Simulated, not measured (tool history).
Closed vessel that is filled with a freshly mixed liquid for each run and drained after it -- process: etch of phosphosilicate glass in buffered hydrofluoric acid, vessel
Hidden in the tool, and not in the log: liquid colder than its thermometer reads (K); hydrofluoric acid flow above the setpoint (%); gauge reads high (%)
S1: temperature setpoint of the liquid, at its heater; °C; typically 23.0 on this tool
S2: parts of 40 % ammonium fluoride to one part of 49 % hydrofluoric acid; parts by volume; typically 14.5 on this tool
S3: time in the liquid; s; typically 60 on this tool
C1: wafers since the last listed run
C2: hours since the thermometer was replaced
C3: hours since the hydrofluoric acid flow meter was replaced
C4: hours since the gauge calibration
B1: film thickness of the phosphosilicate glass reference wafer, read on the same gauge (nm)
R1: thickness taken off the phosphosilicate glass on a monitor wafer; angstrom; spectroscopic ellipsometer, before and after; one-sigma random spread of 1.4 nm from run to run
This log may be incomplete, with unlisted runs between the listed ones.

run	hour	S1	S2	S3	C1	C2	C3	C4	B1	R1
1	0.0	23.0	14.5	60	0	216.7	889.9	712.6	130.03	1914.9
2	62.4	23.0	14.5	60	7984	279.1	952.3	775.0	130.02	1957.3
3	105.4	24.5	14.5	60	5502	322.1	995.3	818.0	129.95	2132.4
4	198.7	24.5	14.5	60	11938	415.4	1088.6	911.3	129.99	2123.2
5	249.5	23.0	14.5	70	6500	466.2	1139.4	962.1	130.03	2296.1
6	329.6	23.0	14.5	70	10249	546.3	1219.5	1042.2	130.01	2316.1
7	415.3	23.0	14.5	70	10965	632.0	1305.2	1127.9	130.01	2324.4
8	520.5	23.0	14.5	60	13461	737.2	1410.4	1233.1	129.98	1982.7
9	573.6	23.0	14.5	60	6794	790.3	1463.5	1286.2	129.98	1974.9
10	628.0	23.0	14.5	60	6960	844.7	1517.9	1340.6	129.99	2002.3
11	669.1	23.0	14.5	60	5259	885.8	1559.0	1381.7	129.96	2010.8
12	754.3	20.5	14.5	60	10901	971.0	1644.2	1466.9	129.99	1759.8
13	846.6	27.5	14.5	70	11810	1063.3	1736.5	1559.2	130.01	3009.6
# hour 894.5: gauge calibrated
14	900.4	20.5	10.0	30	6884	1117.1	1790.3	5.9	129.99	1225.6
# hour 921.1: hydrofluoric acid flow meter replaced
15	1001.8	25.5	18.0	35	12846	1218.5	80.7	107.3	129.98	1042.5
16	1060.8	25.0	14.5	60	7549	1277.5	139.7	166.3	129.99	2133.8
# hour 1068.6: thermometer replaced
17	1167.7	23.0	14.5	60	13550	99.1	246.6	273.2	130.02	1920.7
18	1253.9	23.0	9.0	60	11029	185.3	332.8	359.4	130.00	2950.4
19	1325.8	25.5	14.5	60	9200	257.2	404.7	431.3	129.98	2185.7
20	1601.1	23.0	14.5	35	35226	532.5	680.0	706.6	130.01	1127.8

For each entry between runs, how does the tool's hidden state at the last listed run before it compare with that at the first listed run after it?
Between runs 13 and 14: gauge calibrated (hour 894.5)
  hydrofluoric acid flow above the setpoint (%): 7.97 -> 8.2
  the result without the hidden state subtracted from the measured one, R1: +217.8 -> +59.4 angstrom
Between runs 14 and 15: hydrofluoric acid flow meter replaced (hour 921.1)
  hydrofluoric acid flow above the setpoint (%): 8.2 -> 1.43
  the result without the hidden state subtracted from the measured one, R1: +59.4 -> +14.5 angstrom
Between runs 16 and 17: thermometer replaced (hour 1068.6)
  hydrofluoric acid flow above the setpoint (%): 1.69 -> 2.16
  the result without the hidden state subtracted from the measured one, R1: +34.8 -> +39.9 angstrom
